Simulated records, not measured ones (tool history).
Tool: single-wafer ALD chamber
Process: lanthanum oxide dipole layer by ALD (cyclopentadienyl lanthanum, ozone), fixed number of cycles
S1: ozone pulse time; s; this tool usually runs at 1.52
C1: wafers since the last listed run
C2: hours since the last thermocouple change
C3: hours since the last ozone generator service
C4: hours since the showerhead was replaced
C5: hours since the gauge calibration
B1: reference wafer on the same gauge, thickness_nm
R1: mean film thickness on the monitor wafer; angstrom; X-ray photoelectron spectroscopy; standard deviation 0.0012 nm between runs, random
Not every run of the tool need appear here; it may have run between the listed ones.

run	hour	S1	C1	C2	C3	C4	C5	B1	R1
1	0	1.52	0	1699.4	329.4	4596.7	980.1	0.444	5.12
2	53.1	1.52	671	1752.5	382.5	4649.8	1033.2	0.444	5.1
3	107.7	1.52	690	1807.1	437.1	4704.4	1087.8	0.444	5.07
4	151.6	1.52	555	1851	481	4748.3	1131.7	0.444	5.11
5	219	1.52	852	1918.4	548.4	4815.7	1199.1	0.444	5.09
6	254.6	1.52	450	1954	584	4851.3	1234.7	0.444	5.11
7	292.2	1.37	475	1991.6	621.6	4888.9	1272.3	0.444	4.97
8	342.6	1.37	637	2042	672	4939.3	1322.7	0.444	4.95
9	370.6	1.37	354	2070	700	4967.3	1350.7	0.444	4.95
# hour 388.3: ozone generator serviced
10	425.8	1.31	596	2125.2	37.5	5022.5	1405.9	0.444	4.9
11	466.5	1.31	514	2165.9	78.2	5063.2	1446.6	0.444	4.88
12	521.1	1.07	690	2220.5	132.8	5117.8	1501.2	0.444	4.48
13	545.2	1.52	304	2244.6	156.9	5141.9	1525.3	0.444	5.1
14	572.5	1.73	345	2271.9	184.2	5169.2	1552.6	0.444	5.21
15	667.6	1.73	1202	2367	279.3	5264.3	1647.7	0.444	5.2
16	731.8	0.97	811	2431.2	343.5	5328.5	1711.9	0.444	4.18
17	761.5	1.07	375	2460.9	373.2	5358.2	1741.6	0.444	4.45
18	798.8	1.3	471	2498.2	410.5	5395.5	1778.9	0.444	4.89
19	843.3	0.99	562	2542.7	455	5440	1823.4	0.444	4.23
20	895.3	1.31	657	2594.7	507	5492	1875.4	0.444	4.9
21	931.3	1.52	455	2630.7	543	5528	1911.4	0.444	5.1
# hour 1016.8: thermocouple changed; heater temperature recalibrated
# hour 1039.9: gauge calibrated
22	1097.8	1.78	2004	81	709.5	5694.5	57.9	0.444	5.21
23	1150.3	1.28	663	133.5	762	5747	110.4	0.444	4.85
# hour 1159.9: ozone generator serviced
24	1218.8	1.52	764	202	58.9	5815.5	178.9	0.444	5.09
25	1280.3	0.96	777	263.5	120.4	5877	240.4	0.444	4.14
26	1311.8	1.52	398	295	151.9	5908.5	271.9	0.444	5.09
# hour 1383.8: showerhead replaced
27	1384.3	1.93	815	367.5	224.4	0.5	344.4	0.444	5.23
28	1441.8	1.03	727	425	281.9	58	401.9	0.444	4.38
29	1474.1	1.52	408	457.3	314.2	90.3	434.2	0.444	5.1
30	1530.6	1.88	714	513.8	370.7	146.8	490.7	0.444	5.26
31	1597.8	1.52	849	581	437.9	214	557.9	0.444	5.07
32	1643.3	1	575	626.5	483.4	259.5	603.4	0.444	4.28
33	1705	2.05	780	688.2	545.1	321.2	665.1	0.444	5.29
34	1753.5	1.52	613	736.7	593.6	369.7	713.6	0.444	5.09

4 options for the next run, each taken on its own from the tool as it stands now. Forecast them:
A	1753.9	1.52	5	737.1	594	370.1	714	?	?
B	1753.9	1.01	5	737.1	594	370.1	714	?	?
C	1753.9	1.18	5	737.1	594	370.1	714	?	?
D	1753.9	2.06	5	737.1	594	370.1	714	?	?

run	B1	R1
A	0.444	5.09
B	0.444	4.29
C	0.444	4.69
D	0.444	5.28
Take away the tool's hidden state, keep each run's random variation, and the runs would have read:
run	R1
A	5.09
B	4.29
C	4.69
D	5.28
